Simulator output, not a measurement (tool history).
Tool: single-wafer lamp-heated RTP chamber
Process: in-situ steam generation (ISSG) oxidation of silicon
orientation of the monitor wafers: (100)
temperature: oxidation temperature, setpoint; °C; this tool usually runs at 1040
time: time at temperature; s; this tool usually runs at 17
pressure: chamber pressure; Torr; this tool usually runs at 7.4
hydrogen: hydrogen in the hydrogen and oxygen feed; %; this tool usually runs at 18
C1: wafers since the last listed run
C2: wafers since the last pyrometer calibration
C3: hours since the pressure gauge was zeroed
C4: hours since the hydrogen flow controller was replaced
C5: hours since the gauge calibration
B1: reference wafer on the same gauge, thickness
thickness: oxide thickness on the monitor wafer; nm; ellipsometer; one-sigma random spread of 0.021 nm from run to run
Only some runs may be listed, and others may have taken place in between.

run 1 hour=0.0 | temperature=1040 time=17 pressure=7.4 hydrogen=18 | C1=0 C2=3921 C3=3042.9 C4=6210.1 C5=47.2 | B1=4.589 | thickness=5.954
run 2 hour=14.4 | temperature=1040 time=17 pressure=7.4 hydrogen=18 | C1=177 C2=4098 C3=3057.3 C4=6224.5 C5=61.6 | B1=4.584 | thickness=5.970
run 3 hour=21.5 | temperature=1040 time=17 pressure=7.4 hydrogen=18 | C1=87 C2=4186 C3=3064.4 C4=6231.6 C5=68.7 | B1=4.592 | thickness=5.984
run 4 hour=31.5 | temperature=1040 time=17 pressure=7.4 hydrogen=18 | C1=123 C2=4309 C3=3074.4 C4=6241.6 C5=78.7 | B1=4.592 | thickness=6.003
run 5 hour=42.3 | temperature=1040 time=17 pressure=7.4 hydrogen=18 | C1=133 C2=4442 C3=3085.2 C4=6252.4 C5=89.5 | B1=4.588 | thickness=5.982
run 6 hour=51.7 | temperature=1040 time=17 pressure=7.4 hydrogen=18 | C1=115 C2=4558 C3=3094.6 C4=6261.8 C5=98.9 | B1=4.591 | thickness=5.981
run 7 hour=69.1 | temperature=1040 time=17 pressure=7.4 hydrogen=18 | C1=214 C2=4772 C3=3112.0 C4=6279.2 C5=116.3 | B1=4.591 | thickness=6.008
run 8 hour=82.9 | temperature=1040 time=17 pressure=7.4 hydrogen=18 | C1=170 C2=4943 C3=3125.8 C4=6293.0 C5=130.1 | B1=4.588 | thickness=6.022
-- hour=101.8 pyrometer window cleaned and pyrometer calibrated
run 9 hour=102.3 | temperature=1040 time=17 pressure=7.4 hydrogen=18 | C1=140 C2=6 C3=3145.2 C4=6312.4 C5=149.5 | B1=4.590 | thickness=5.759
run 10 hour=102.6 | temperature=1040 time=17 pressure=7.4 hydrogen=18 | C1=3 C2=9 C3=3145.5 C4=6312.7 C5=149.8 | B1=4.590 | thickness=5.759
run 11 hour=117.2 | temperature=1040 time=17 pressure=7.4 hydrogen=18 | C1=179 C2=189 C3=3160.1 C4=6327.3 C5=164.4 | B1=4.591 | thickness=5.793
run 12 hour=128.9 | temperature=1047 time=17 pressure=6.9 hydrogen=24 | C1=144 C2=334 C3=3171.8 C4=6339.0 C5=176.1 | B1=4.590 | thickness=6.402
run 13 hour=138.2 | temperature=1040 time=22 pressure=8.9 hydrogen=11 | C1=114 C2=448 C3=3181.1 C4=6348.3 C5=185.4 | B1=4.594 | thickness=5.930
-- hour=151.5 pressure gauge zeroed
run 14 hour=152.6 | temperature=1057 time=17 pressure=6.9 hydrogen=18 | C1=78 C2=527 C3=1.1 C4=6362.7 C5=199.8 | B1=4.592 | thickness=6.306
run 15 hour=169.0 | temperature=1040 time=17 pressure=7.4 hydrogen=18 | C1=202 C2=729 C3=17.5 C4=6379.1 C5=216.2 | B1=4.583 | thickness=5.786
-- hour=170.5 gauge calibrated
-- hour=187.0 hydrogen flow controller replaced
run 16 hour=187.5 | temperature=1040 time=17 pressure=7.4 hydrogen=18 | C1=129 C2=859 C3=36.0 C4=0.5 C5=17.0 | B1=4.597 | thickness=5.802
run 17 hour=196.7 | temperature=1040 time=10 pressure=6.9 hydrogen=18 | C1=113 C2=972 C3=45.2 C4=9.7 C5=26.2 | B1=4.586 | thickness=4.416
run 18 hour=210.9 | temperature=1027 time=12 pressure=7.9 hydrogen=12 | C1=175 C2=1147 C3=59.4 C4=23.9 C5=40.4 | B1=4.596 | thickness=4.195
run 19 hour=228.4 | temperature=1022 time=17 pressure=7.4 hydrogen=22 | C1=215 C2=1363 C3=76.9 C4=41.4 C5=57.9 | B1=4.589 | thickness=5.623
run 20 hour=239.8 | temperature=1040 time=14 pressure=6.9 hydrogen=26 | C1=140 C2=1504 C3=88.3 C4=52.8 C5=69.3 | B1=4.587 | thickness=5.790
run 21 hour=253.0 | temperature=1040 time=17 pressure=7.0 hydrogen=14 | C1=162 C2=1666 C3=101.5 C4=66.0 C5=82.5 | B1=4.595 | thickness=5.492

Below are 3 alternative next runs, each starting from the tool's condition after run 21. Predict each:
run A hour=253.4 | temperature=1053 time=17 pressure=7.4 hydrogen=18 | C1=4 C2=1671 C3=101.9 C4=66.4 C5=82.9 | B1=? | thickness=?
run B hour=253.4 | temperature=1027 time=13 pressure=8.4 hydrogen=18 | C1=4 C2=1671 C3=101.9 C4=66.4 C5=82.9 | B1=? | thickness=?
run C hour=253.4 | temperature=1027 time=17 pressure=8.0 hydrogen=18 | C1=4 C2=1671 C3=101.9 C4=66.4 C5=82.9 | B1=? | thickness=?

run=A B1=4.588 thickness=6.251
run=B B1=4.588 thickness=4.811
run=C B1=4.588 thickness=5.487
Stripped of hidden state, with their random variation kept, the same runs would have yielded:
run=A thickness=6.120
run=B thickness=4.730
run=C thickness=5.387
